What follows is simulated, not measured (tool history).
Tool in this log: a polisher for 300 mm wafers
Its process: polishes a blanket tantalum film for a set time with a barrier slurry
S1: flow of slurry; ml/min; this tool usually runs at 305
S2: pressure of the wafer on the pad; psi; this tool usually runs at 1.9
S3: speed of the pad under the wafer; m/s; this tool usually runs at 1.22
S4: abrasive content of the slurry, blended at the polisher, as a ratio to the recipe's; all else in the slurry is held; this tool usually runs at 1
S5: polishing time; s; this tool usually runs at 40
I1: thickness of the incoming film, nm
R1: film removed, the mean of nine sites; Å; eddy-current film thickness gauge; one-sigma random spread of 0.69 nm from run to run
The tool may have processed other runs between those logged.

run     day   S1   S2    S3    S4  S5     I1    R1
  1       0  305  1.9  1.22     1  40  444.9   812
  2   0.733  305  1.9  1.22     1  40  452.4   812
  3   1.771  305  1.9  1.22     1  40  455.4   815
      1.875  -- slurry nozzle cleaned
  4   3.904  305  1.9  1.22   0.8  34    445   660
  5   4.812  305  1.9  1.22   0.8  34  445.7   661
  6   5.708  305  1.9  1.22     1  40    451   852
      7.079  -- worn pad replaced by a new one
  7     7.1  305  1.9  1.22     1  40  445.7   841
      8.525  -- slurry blender recalibrated
  8  11.312  305  1.9  1.22     1  40  455.4   838
  9      12  305  1.9  1.32     1  40  448.5   897
 10  13.179  305  1.9  1.32     1  40  444.7   893
 11  13.933  305  1.6  1.22     1  29    459   499
 12  15.204  305  1.5  1.22     1  40  455.4   660
 13   15.85  305  1.9  1.22     1  33  440.9   681
     16.179  -- head pressure recalibrated
     16.896  -- worn pad replaced by a new one
 14  18.492  305  1.9   1.6     1  54  446.6  1439
 15  19.733  305  1.9  1.22     1  36  446.1   737
 16  20.658  305  2.2  1.22     1  40  452.2   949
 17  21.921  305  1.9  1.22  0.75  40  443.8   724
 18  22.821  305  1.9  1.38     1  40  454.9   915
 19  24.008  305  1.5  1.22   0.8  34  443.2   500
     24.179  -- slurry nozzle cleaned
 20  24.646  305  1.9  1.22     1  40  454.4   843
 21  25.721  305  1.9  1.22     1  40  447.6   841
     26.296  -- worn pad replaced by a new one
 22  27.046  260  2.3  1.22   1.3  40  454.7  1072
 23  28.492  400  1.3  1.22     1  40  458.2   593
      29.45  -- slurry blender recalibrated
 24  31.196  305  1.9  1.06     1  40  446.7   714
 25  32.533  305  1.7  0.94   1.2  40  449.3   598
 26  33.233  210  1.9  1.22   0.8  29  451.9   514
 27  33.846  305  1.9  1.22   0.8  34  447.8   631
     34.321  -- worn pad replaced by a new one
 28  34.858  305  1.6  0.82   1.2  40  454.8   493
 29  35.638  305  1.9  1.22     1  40  453.7   818
 30  36.525  305  1.9  1.22     1  40  451.1   816
 31  37.242  305  1.9  1.22     1  40  455.2   813

Branching from run 31: 3 alternative next runs. What would each branch give?
  A  37.258  260  1.9  1.22   1  40  448.8   ?
  B  37.258  370  1.9  1.22   1  40  448.8   ?
  C  37.258  305  1.4  1.22   1  40  448.8   ?

run   R1
  A  806
  B  846
  C  608
The same runs, with their run-to-run variation unchanged, on a tool lacking any hidden condition would have given:
run   R1
  A  844
  B  873
  C  633
